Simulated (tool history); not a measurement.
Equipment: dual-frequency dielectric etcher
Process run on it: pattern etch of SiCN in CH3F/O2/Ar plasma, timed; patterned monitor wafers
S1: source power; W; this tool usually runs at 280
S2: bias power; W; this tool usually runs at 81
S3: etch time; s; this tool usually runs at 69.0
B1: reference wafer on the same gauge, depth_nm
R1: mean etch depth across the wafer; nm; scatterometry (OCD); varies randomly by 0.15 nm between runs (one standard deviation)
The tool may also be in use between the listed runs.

run	day	S1	S2	S3	B1	R1
1	0.000	280	71	69.0	31.16	25.03
2	1.046	280	71	69.0	31.26	25.05
3	2.058	280	71	69.0	31.24	25.47
4	4.079	270	87	69.0	31.26	26.46
5	5.725	240	81	69.0	31.25	24.98
6	8.546	280	81	69.0	31.43	26.38
7	9.583	280	81	69.0	31.47	26.45
8	11.479	280	81	69.0	31.55	26.51
# day 13.675: wet clean of the chamber
9	14.258	280	81	69.0	31.68	26.34
10	16.208	280	81	69.0	31.66	26.94
# day 17.429: upper electrode replaced
11	17.504	280	81	69.0	31.78	26.42
12	19.788	280	81	69.0	31.77	27.08
13	22.212	280	81	69.0	31.93	26.80
14	23.833	280	81	69.0	31.99	26.96
# day 26.192: gauge calibrated
15	26.271	280	81	69.0	30.79	25.74
16	27.508	230	73	76.5	30.76	25.95
17	29.917	230	81	69.0	30.85	24.26
# day 32.800: wet clean of the chamber
18	32.821	210	74	61.0	30.77	20.14
# day 35.021: bias power generator calibrated
19	35.042	280	91	69.0	30.94	26.93
20	36.967	340	62	74.0	30.95	28.09
21	38.421	280	81	69.0	30.92	25.86
22	40.708	280	70	55.5	30.94	20.14
23	41.729	320	96	82.5	30.87	33.78
24	44.725	280	81	69.0	30.90	25.81
# day 45.500: source power generator calibrated
25	46.342	280	81	55.0	31.05	20.76
26	47.538	260	93	79.0	31.06	30.06
27	50.400	230	99	69.0	31.11	25.64
# day 52.600: wet clean of the chamber
28	52.879	210	88	69.0	31.23	23.98
29	55.229	280	81	69.0	31.29	26.43
30	57.183	280	101	69.0	31.32	27.70
31	59.779	280	65	69.0	31.47	24.79

Below, some changes in R1 between adjacent runs. For each, the amount present without the hidden state too (settings, incoming material, random variation) and the amount remaining for the hidden state with gauge scatter not shared by both compared results:
Hidden conditions of the tool in this case: etch rate over this chamber's usual, %; source power that arrives over what is set, %; bias power that arrives over what is set, %; gauge reads high (%).
Run 5 -> 6: S1 240 -> 280. R1 +1.40 nm: hidden state +0.09, all else +1.31.
Run 11 -> 12: nothing adjusted, nothing logged. R1 +0.66 nm: hidden state +0.09, all else +0.57.
Run 14 -> 15: gauge calibrated. R1 -1.22 nm: hidden state -1.01, all else -0.21.
Run 22 -> 23: S1 280 -> 320, S2 70 -> 96, S3 55.5 -> 82.5. R1 +13.64 nm: hidden state +0.02, all else +13.62.
Run 23 -> 24: S1 320 -> 280, S2 96 -> 81, S3 82.5 -> 69.0. R1 -7.97 nm: hidden state +0.05, all else -8.02.
Run 25 -> 26: S1 280 -> 260, S2 81 -> 93, S3 55.0 -> 79.0. R1 +9.30 nm: hidden state +0.07, all else +9.23.
